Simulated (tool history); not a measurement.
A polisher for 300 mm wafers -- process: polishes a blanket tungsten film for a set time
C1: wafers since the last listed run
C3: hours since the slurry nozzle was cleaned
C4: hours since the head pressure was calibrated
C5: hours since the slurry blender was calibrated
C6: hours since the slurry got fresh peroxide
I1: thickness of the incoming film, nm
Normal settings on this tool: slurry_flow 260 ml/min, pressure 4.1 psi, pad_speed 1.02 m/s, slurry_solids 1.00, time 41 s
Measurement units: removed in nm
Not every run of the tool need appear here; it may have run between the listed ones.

{"run": 1, "hour": 0.0, "slurry_flow": 260, "pressure": 4.1, "pad_speed": 1.02, "slurry_solids": 1.0, "time": 41, "C1": 0, "wafers polished on this pad": 746, "C3": 672.6, "C4": 1203.7, "C5": 75.2, "C6": 13.1, "I1": 1333.6, "removed": 191.1}
{"hour": 4.3, "done": "worn pad replaced by a new one"}
{"run": 2, "hour": 14.7, "slurry_flow": 260, "pressure": 4.1, "pad_speed": 1.02, "slurry_solids": 1.0, "time": 41, "C1": 75, "wafers polished on this pad": 72, "C3": 687.3, "C4": 1218.4, "C5": 89.9, "C6": 27.8, "I1": 1341.5, "removed": 185.2}
{"run": 3, "hour": 29.2, "slurry_flow": 260, "pressure": 4.1, "pad_speed": 1.02, "slurry_solids": 1.0, "time": 41, "C1": 101, "wafers polished on this pad": 174, "C3": 701.8, "C4": 1232.9, "C5": 104.4, "C6": 42.3, "I1": 1321.3, "removed": 192.4}
{"run": 4, "hour": 42.8, "slurry_flow": 260, "pressure": 4.1, "pad_speed": 1.02, "slurry_solids": 1.0, "time": 41, "C1": 95, "wafers polished on this pad": 269, "C3": 715.4, "C4": 1246.5, "C5": 118.0, "C6": 55.9, "I1": 1307.8, "removed": 191.4}
{"hour": 44.9, "done": "slurry blender recalibrated"}
{"run": 5, "hour": 87.9, "slurry_flow": 260, "pressure": 4.1, "pad_speed": 1.02, "slurry_solids": 0.8, "time": 41, "C1": 302, "wafers polished on this pad": 572, "C3": 760.5, "C4": 1291.6, "C5": 43.0, "C6": 101.0, "I1": 1344.0, "removed": 186.3}
{"hour": 94.6, "done": "slurry nozzle cleaned"}
{"run": 6, "hour": 96.2, "slurry_flow": 260, "pressure": 4.1, "pad_speed": 1.02, "slurry_solids": 0.8, "time": 41, "C1": 51, "wafers polished on this pad": 623, "C3": 1.6, "C4": 1299.9, "C5": 51.3, "C6": 109.3, "I1": 1331.8, "removed": 183.4}
{"hour": 106.4, "done": "head pressure recalibrated"}
{"run": 7, "hour": 106.7, "slurry_flow": 260, "pressure": 4.1, "pad_speed": 1.02, "slurry_solids": 0.8, "time": 41, "C1": 59, "wafers polished on this pad": 683, "C3": 12.1, "C4": 0.3, "C5": 61.8, "C6": 119.8, "I1": 1312.0, "removed": 183.0}
{"hour": 111.5, "done": "slurry tank refilled with fresh slurry and peroxide"}
{"hour": 111.6, "done": "worn pad replaced by a new one"}
{"run": 8, "hour": 123.1, "slurry_flow": 260, "pressure": 4.1, "pad_speed": 1.02, "slurry_solids": 1.0, "time": 41, "C1": 107, "wafers polished on this pad": 80, "C3": 28.5, "C4": 16.7, "C5": 78.2, "C6": 11.6, "I1": 1343.7, "removed": 191.9}
{"run": 9, "hour": 136.3, "slurry_flow": 260, "pressure": 4.1, "pad_speed": 1.02, "slurry_solids": 1.0, "time": 41, "C1": 92, "wafers polished on this pad": 173, "C3": 41.7, "C4": 29.9, "C5": 91.4, "C6": 24.8, "I1": 1341.6, "removed": 192.1}
{"run": 10, "hour": 153.1, "slurry_flow": 260, "pressure": 5.1, "pad_speed": 1.02, "slurry_solids": 1.0, "time": 55, "C1": 117, "wafers polished on this pad": 291, "C3": 58.5, "C4": 46.7, "C5": 108.2, "C6": 41.6, "I1": 1346.9, "removed": 313.2}
{"run": 11, "hour": 167.3, "slurry_flow": 260, "pressure": 4.1, "pad_speed": 1.02, "slurry_solids": 1.0, "time": 41, "C1": 99, "wafers polished on this pad": 390, "C3": 72.7, "C4": 60.9, "C5": 122.4, "C6": 55.8, "I1": 1347.0, "removed": 186.3}
{"run": 12, "hour": 174.6, "slurry_flow": 260, "pressure": 4.6, "pad_speed": 1.02, "slurry_solids": 1.0, "time": 35, "C1": 51, "wafers polished on this pad": 442, "C3": 80.0, "C4": 68.2, "C5": 129.7, "C6": 63.1, "I1": 1338.2, "removed": 177.5}
{"hour": 195.6, "done": "slurry blender recalibrated"}
{"hour": 215.5, "done": "worn pad replaced by a new one"}
{"run": 13, "hour": 216.0, "slurry_flow": 260, "pressure": 4.1, "pad_speed": 0.82, "slurry_solids": 1.0, "time": 41, "C1": 248, "wafers polished on this pad": 3, "C3": 121.4, "C4": 109.6, "C5": 20.4, "C6": 104.5, "I1": 1317.6, "removed": 152.2}
{"hour": 217.4, "done": "slurry tank refilled with fresh slurry and peroxide"}
{"run": 14, "hour": 220.8, "slurry_flow": 190, "pressure": 4.1, "pad_speed": 1.02, "slurry_solids": 1.2, "time": 41, "C1": 26, "wafers polished on this pad": 30, "C3": 126.2, "C4": 114.4, "C5": 25.2, "C6": 3.4, "I1": 1306.9, "removed": 188.9}
{"run": 15, "hour": 227.8, "slurry_flow": 260, "pressure": 3.0, "pad_speed": 1.26, "slurry_solids": 1.25, "time": 51, "C1": 49, "wafers polished on this pad": 79, "C3": 133.2, "C4": 121.4, "C5": 32.2, "C6": 10.4, "I1": 1349.4, "removed": 230.7}
{"run": 16, "hour": 245.1, "slurry_flow": 260, "pressure": 4.1, "pad_speed": 1.02, "slurry_solids": 1.0, "time": 41, "C1": 121, "wafers polished on this pad": 200, "C3": 150.5, "C4": 138.7, "C5": 49.5, "C6": 27.7, "I1": 1336.8, "removed": 188.5}
{"run": 17, "hour": 261.2, "slurry_flow": 260, "pressure": 4.1, "pad_speed": 0.8, "slurry_solids": 1.0, "time": 37, "C1": 113, "wafers polished on this pad": 314, "C3": 166.6, "C4": 154.8, "C5": 65.6, "C6": 43.8, "I1": 1332.9, "removed": 134.2}
{"run": 18, "hour": 276.4, "slurry_flow": 260, "pressure": 4.1, "pad_speed": 1.02, "slurry_solids": 1.0, "time": 41, "C1": 106, "wafers polished on this pad": 420, "C3": 181.8, "C4": 170.0, "C5": 80.8, "C6": 59.0, "I1": 1318.4, "removed": 188.5}
{"run": 19, "hour": 289.5, "slurry_flow": 285, "pressure": 4.1, "pad_speed": 0.72, "slurry_solids": 1.0, "time": 41, "C1": 91, "wafers polished on this pad": 512, "C3": 194.9, "C4": 183.1, "C5": 93.9, "C6": 72.1, "I1": 1325.4, "removed": 134.9}

What the log doesn't show, run by run:
removal rate lost through wear of the pad, %: 0 at every run
slurry flow missing at the pad, %: 0 at every run
deviation of the head's pressure from its setpoint, %: 0 at every run
abrasive missing from the slurry, %: 0 at every run
peroxide lost from the slurry, %: 0 at every run
